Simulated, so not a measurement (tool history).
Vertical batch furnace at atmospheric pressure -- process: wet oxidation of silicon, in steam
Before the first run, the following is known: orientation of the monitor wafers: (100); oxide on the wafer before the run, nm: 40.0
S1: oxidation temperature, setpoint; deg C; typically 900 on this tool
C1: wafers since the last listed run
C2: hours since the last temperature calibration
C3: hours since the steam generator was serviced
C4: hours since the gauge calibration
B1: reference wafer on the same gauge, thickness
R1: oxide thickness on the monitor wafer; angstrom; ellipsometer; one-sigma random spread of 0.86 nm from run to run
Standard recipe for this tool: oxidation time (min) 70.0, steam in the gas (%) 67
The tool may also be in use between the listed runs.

Run 1, day 0.000: usual settings; C1 0; C2 3030.6; C3 1809.7; C4 1248.4; B1 141.10. Result: R1 1621.3 angstrom.
Run 2, day 1.850: usual settings; C1 894; C2 3075.0; C3 1854.1; C4 1292.8; B1 140.84. Result: R1 1636.2 angstrom.
Run 3, day 3.338: usual settings; C1 719; C2 3110.7; C3 1889.8; C4 1328.5; B1 141.07. Result: R1 1630.8 angstrom.
Run 4, day 5.054: usual settings; C1 830; C2 3151.9; C3 1931.0; C4 1369.7; B1 140.68. Result: R1 1619.8 angstrom.
Run 5, day 13.008: usual settings; C1 3846; C2 3342.8; C3 2121.9; C4 1560.6; B1 140.99. Result: R1 1615.9 angstrom.
Run 6, day 14.804: usual settings but S1 884 deg C; C1 868; C2 3385.9; C3 2165.0; C4 1603.7; B1 140.79. Result: R1 1367.5 angstrom.
Run 7, day 17.196: usual settings but oxidation time (min) 94.5, steam in the gas (%) 59; C1 1156; C2 3443.3; C3 2222.4; C4 1661.1; B1 141.03. Result: R1 1829.5 angstrom.
Run 8, day 19.333: usual settings but oxidation time (min) 94.5, steam in the gas (%) 59; C1 1033; C2 3494.6; C3 2273.7; C4 1712.4; B1 140.90. Result: R1 1847.2 angstrom.
Run 9, day 20.425: usual settings but oxidation time (min) 94.5, steam in the gas (%) 59; C1 527; C2 3520.8; C3 2299.9; C4 1738.6; B1 140.89. Result: R1 1830.8 angstrom.
Run 10, day 21.429: usual settings but steam in the gas (%) 63; C1 485; C2 3544.9; C3 2324.0; C4 1762.7; B1 141.22. Result: R1 1568.8 angstrom.
Run 11, day 22.988: usual settings but steam in the gas (%) 63; C1 753; C2 3582.3; C3 2361.4; C4 1800.1; B1 141.23. Result: R1 1552.6 angstrom.
Run 12, day 24.950: usual settings but steam in the gas (%) 63; C1 948; C2 3629.4; C3 2408.5; C4 1847.2; B1 141.03. Result: R1 1553.5 angstrom.
Run 13, day 27.804: usual settings; C1 1380; C2 3697.9; C3 2477.0; C4 1915.7; B1 140.91. Result: R1 1637.0 angstrom.
Run 14, day 30.608: usual settings; C1 1355; C2 3765.2; C3 2544.3; C4 1983.0; B1 140.90. Result: R1 1615.7 angstrom.
Run 15, day 37.004: usual settings; C1 3092; C2 3918.7; C3 2697.8; C4 2136.5; B1 141.13. Result: R1 1623.5 angstrom.
At day 39.046: thermocouples replaced and temperature profile calibrated.
Run 16, day 39.258: usual settings; C1 606; C2 5.1; C3 2751.9; C4 2190.6; B1 140.98. Result: R1 1631.8 angstrom.
At day 40.496: gauge calibrated.
Run 17, day 41.433: usual settings but steam in the gas (%) 70; C1 1051; C2 57.3; C3 2804.1; C4 22.5; B1 140.99. Result: R1 1668.9 angstrom.
Run 18, day 43.254: usual settings but oxidation time (min) 97.5, steam in the gas (%) 75; C1 880; C2 101.0; C3 2847.8; C4 66.2; B1 140.93. Result: R1 2238.3 angstrom.
Run 19, day 45.104: usual settings but S1 881 deg C, oxidation time (min) 55.0, steam in the gas (%) 76; C1 894; C2 145.4; C3 2892.2; C4 110.6; B1 140.65. Result: R1 1237.7 angstrom.
Run 20, day 46.346: usual settings but S1 888 deg C, steam in the gas (%) 60; C1 600; C2 175.2; C3 2922.0; C4 140.4; B1 140.68. Result: R1 1323.1 angstrom.
At day 47.646: steam generator serviced.
Run 21, day 48.038: usual settings but S1 881 deg C, oxidation time (min) 39.5, steam in the gas (%) 70; C1 334; C2 215.8; C3 9.4; C4 181.0; B1 141.03. Result: R1 948.3 angstrom.
Run 22, day 49.767: usual settings but S1 881 deg C, oxidation time (min) 55.0, steam in the gas (%) 76; C1 836; C2 257.3; C3 50.9; C4 222.5; B1 141.02. Result: R1 1230.7 angstrom.
Run 23, day 52.162: usual settings; C1 1158; C2 314.8; C3 108.4; C4 280.0; B1 141.10. Result: R1 1622.0 angstrom.
Run 24, day 53.975: usual settings but steam in the gas (%) 64; C1 876; C2 358.3; C3 151.9; C4 323.5; B1 140.88. Result: R1 1582.8 angstrom.
Run 25, day 55.996: usual settings; C1 977; C2 406.8; C3 200.4; C4 372.0; B1 140.78. Result: R1 1617.4 angstrom.
Run 26, day 58.704: usual settings but S1 887 deg C; C1 1309; C2 471.8; C3 265.4; C4 437.0; B1 141.03. Result: R1 1415.2 angstrom.
Run 27, day 59.912: usual settings but oxidation time (min) 101.5; C1 584; C2 500.8; C3 294.4; C4 466.0; B1 140.94. Result: R1 2121.1 angstrom.
Run 28, day 62.796: usual settings but S1 889 deg C, oxidation time (min) 44.0, steam in the gas (%) 77; C1 1394; C2 570.0; C3 363.6; C4 535.2; B1 140.91. Result: R1 1166.9 angstrom.
Run 29, day 65.196: usual settings but S1 882 deg C; C1 1160; C2 627.6; C3 421.2; C4 592.8; B1 141.13. Result: R1 1343.2 angstrom.
Run 30, day 73.858: usual settings but S1 908 deg C, oxidation time (min) 53.0, steam in the gas (%) 61; C1 4188; C2 835.5; C3 629.1; C4 800.7; B1 140.98. Result: R1 1359.4 angstrom.
Run 31, day 76.788: usual settings but S1 889 deg C, steam in the gas (%) 62; C1 1416; C2 905.8; C3 699.4; C4 871.0; B1 141.02. Result: R1 1371.6 angstrom.
Run 32, day 78.762: usual settings; C1 955; C2 953.2; C3 746.8; C4 918.4; B1 141.25. Result: R1 1628.8 angstrom.
Run 33, day 81.229: usual settings; C1 1192; C2 1012.4; C3 806.0; C4 977.6; B1 140.94. Result: R1 1635.3 angstrom.

Run 34, settings as shown, results not yet in. Your forecast:
Run 34, day 83.950: usual settings but oxidation time (min) 89.0, steam in the gas (%) 73; C1 1315; C2 1077.7; C3 871.3; C4 1042.9; B1 ?. Result: R1 ?.

B1: 141.03
R1: 2046.4 angstrom
With the hidden condition absent and the run-to-run variation left alone, this run would have shown R1 2046.4 angstrom.
